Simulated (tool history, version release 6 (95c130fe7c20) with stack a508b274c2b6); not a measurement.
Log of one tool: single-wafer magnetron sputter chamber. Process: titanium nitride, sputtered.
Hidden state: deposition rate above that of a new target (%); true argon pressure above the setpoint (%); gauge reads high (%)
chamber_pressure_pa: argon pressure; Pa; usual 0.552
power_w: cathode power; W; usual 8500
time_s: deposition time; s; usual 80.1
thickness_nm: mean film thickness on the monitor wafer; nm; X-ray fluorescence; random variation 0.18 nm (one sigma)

| run | hour | chamber_pressure_pa | power_w | time_s | wafers since the last listed run | wafers on the sputter target | hours since the last manometer calibration | hours since the magnet pack was replaced | hours since the gauge calibration | read-back reference wafer on the same gauge, thickness_nm | thickness_nm |
|---|---|---|---|---|---|---|---|---|---|---|---|
| 1 | 0 | 0.552 | 8500 | 80.1 | 0 | 4014 | 1576.4 | 5881.9 | 164.6 | 99.948 | 118.819 |
| 2 | 22.1 | 0.552 | 8500 | 80.1 | 204 | 4219 | 1598.5 | 5904 | 186.7 | 100.034 | 118.73 |
| 3 | 41 | 0.552 | 8500 | 80.1 | 175 | 4394 | 1617.4 | 5922.9 | 205.6 | 100.003 | 118.463 |
| 4 | 69.7 | 0.552 | 7450 | 80.1 | 266 | 4660 | 1646.1 | 5951.6 | 234.3 | 99.988 | 104.44 |
| 5 | 103.2 | 0.552 | 7450 | 80.1 | 310 | 4971 | 1679.6 | 5985.1 | 267.8 | 100.014 | 104.393 |
|  | 131.6 | magnet pack replaced |
| 6 | 132.1 | 0.552 | 7450 | 80.1 | 193 | 5165 | 1708.5 | 0.5 | 296.7 | 100.017 | 104.428 |
|  | 140.8 | sputter target and shields replaced |
| 7 | 145.1 | 0.552 | 8500 | 80.1 | 46 | 40 | 1721.5 | 13.5 | 309.7 | 100.016 | 119.738 |
| 8 | 170.3 | 0.552 | 8500 | 80.1 | 233 | 273 | 1746.7 | 38.7 | 334.9 | 100.008 | 119.637 |
| 9 | 196.2 | 0.552 | 8500 | 80.1 | 240 | 514 | 1772.6 | 64.6 | 360.8 | 99.996 | 119.827 |
| 10 | 226.7 | 0.552 | 8500 | 80.1 | 282 | 796 | 1803.1 | 95.1 | 391.3 | 99.97 | 119.998 |
| 11 | 245.8 | 0.552 | 8500 | 80.1 | 177 | 974 | 1822.2 | 114.2 | 410.4 | 100.024 | 119.983 |
| 12 | 268.2 | 0.552 | 8500 | 80.1 | 207 | 1181 | 1844.6 | 136.6 | 432.8 | 100.014 | 119.676 |
| 13 | 303.7 | 0.552 | 8000 | 80.1 | 329 | 1511 | 1880.1 | 172.1 | 468.3 | 100.009 | 112.717 |
| 14 | 320.7 | 0.552 | 9300 | 80.1 | 157 | 1668 | 1897.1 | 189.1 | 485.3 | 100.033 | 130.571 |
| 15 | 344.4 | 0.552 | 8500 | 80.1 | 219 | 1888 | 1920.8 | 212.8 | 509 | 100.02 | 119.54 |
|  | 368.3 | capacitance manometer re-zeroed and calibrated |
| 16 | 368.8 | 0.615 | 6400 | 64.3 | 152 | 2040 | 0.5 | 237.2 | 533.4 | 99.987 | 70.577 |
| 17 | 389.7 | 0.487 | 8500 | 90.2 | 193 | 2234 | 21.4 | 258.1 | 554.3 | 100.035 | 134.132 |
| 18 | 413.1 | 0.552 | 8500 | 68 | 217 | 2451 | 44.8 | 281.5 | 577.7 | 100.01 | 99.745 |
|  | 414.9 | gauge calibrated |
| 19 | 448 | 0.346 | 8500 | 80.1 | 323 | 2775 | 79.7 | 316.4 | 33.1 | 99.974 | 122.104 |
| 20 | 473.5 | 0.552 | 7400 | 80.1 | 236 | 3011 | 105.2 | 341.9 | 58.6 | 100.013 | 102.678 |
| 21 | 505.1 | 0.552 | 8500 | 80.1 | 293 | 3304 | 136.8 | 373.5 | 90.2 | 99.995 | 117.273 |
| 22 | 522.7 | 0.552 | 8500 | 80.1 | 163 | 3468 | 154.4 | 391.1 | 107.8 | 100.002 | 117.458 |
| 23 | 535.9 | 0.552 | 8500 | 80.1 | 122 | 3590 | 167.6 | 404.3 | 121 | 99.97 | 117.44 |
| 24 | 552.3 | 0.628 | 10350 | 80.1 | 152 | 3742 | 184 | 420.7 | 137.4 | 99.997 | 139.85 |
| 25 | 567.1 | 0.694 | 10350 | 80.1 | 137 | 3879 | 198.8 | 435.5 | 152.2 | 99.978 | 138.265 |
| 26 | 582 | 0.552 | 8500 | 80.1 | 138 | 4018 | 213.7 | 450.4 | 167.1 | 100 | 117.317 |
| 27 | 616.4 | 0.552 | 8500 | 80.1 | 319 | 4337 | 248.1 | 484.8 | 201.5 | 99.982 | 117.218 |
| 28 | 642.1 | 0.552 | 8500 | 80.1 | 238 | 4575 | 273.8 | 510.5 | 227.2 | 99.996 | 117.264 |
| 29 | 677.6 | 0.418 | 8500 | 75.3 | 329 | 4904 | 309.3 | 546 | 262.7 | 100.004 | 113.14 |
| 30 | 695.4 | 0.38 | 9600 | 80.1 | 165 | 5069 | 327.1 | 563.8 | 280.5 | 100.028 | 136.522 |
| 31 | 708.5 | 0.438 | 6750 | 73.4 | 121 | 5191 | 340.2 | 576.9 | 293.6 | 100.021 | 87.491 |
|  | 720.8 | sputter target and shields replaced |
| 32 | 727.8 | 0.552 | 8500 | 93.4 | 104 | 65 | 359.5 | 596.2 | 312.9 | 100.024 | 138.333 |
| 33 | 742.2 | 0.433 | 7450 | 85.8 | 133 | 198 | 373.9 | 610.6 | 327.3 | 99.993 | 114.051 |
| 34 | 768.2 | 0.552 | 6900 | 80.1 | 241 | 440 | 399.9 | 636.6 | 353.3 | 100.001 | 96.827 |

Forecast each of these 5 alternatives for the next run:
| A | 768.6 | 0.552 | 8500 | 80.1 | 3 | 443 | 400.3 | 637 | 353.7 | ? | ? |
| B | 768.6 | 0.552 | 8500 | 89.3 | 3 | 443 | 400.3 | 637 | 353.7 | ? | ? |
| C | 768.6 | 0.488 | 9350 | 92.7 | 3 | 443 | 400.3 | 637 | 353.7 | ? | ? |
| D | 768.6 | 0.42 | 7250 | 72 | 3 | 443 | 400.3 | 637 | 353.7 | ? | ? |
| E | 768.6 | 0.646 | 7950 | 94.9 | 3 | 443 | 400.3 | 637 | 353.7 | ? | ? |

| run | read-back reference wafer on the same gauge, thickness_nm | thickness_nm |
|---|---|---|
| A | 100.031 | 118.217 |
| B | 100.031 | 131.795 |
| C | 100.031 | 151.961 |
| D | 100.031 | 93.367 |
| E | 100.031 | 128.936 |
Without the tool's hidden state the same runs would have given:
| run | thickness_nm |
|---|---|
| A | 118.237 |
| B | 131.817 |
| C | 151.999 |
| D | 93.398 |
| E | 128.942 |

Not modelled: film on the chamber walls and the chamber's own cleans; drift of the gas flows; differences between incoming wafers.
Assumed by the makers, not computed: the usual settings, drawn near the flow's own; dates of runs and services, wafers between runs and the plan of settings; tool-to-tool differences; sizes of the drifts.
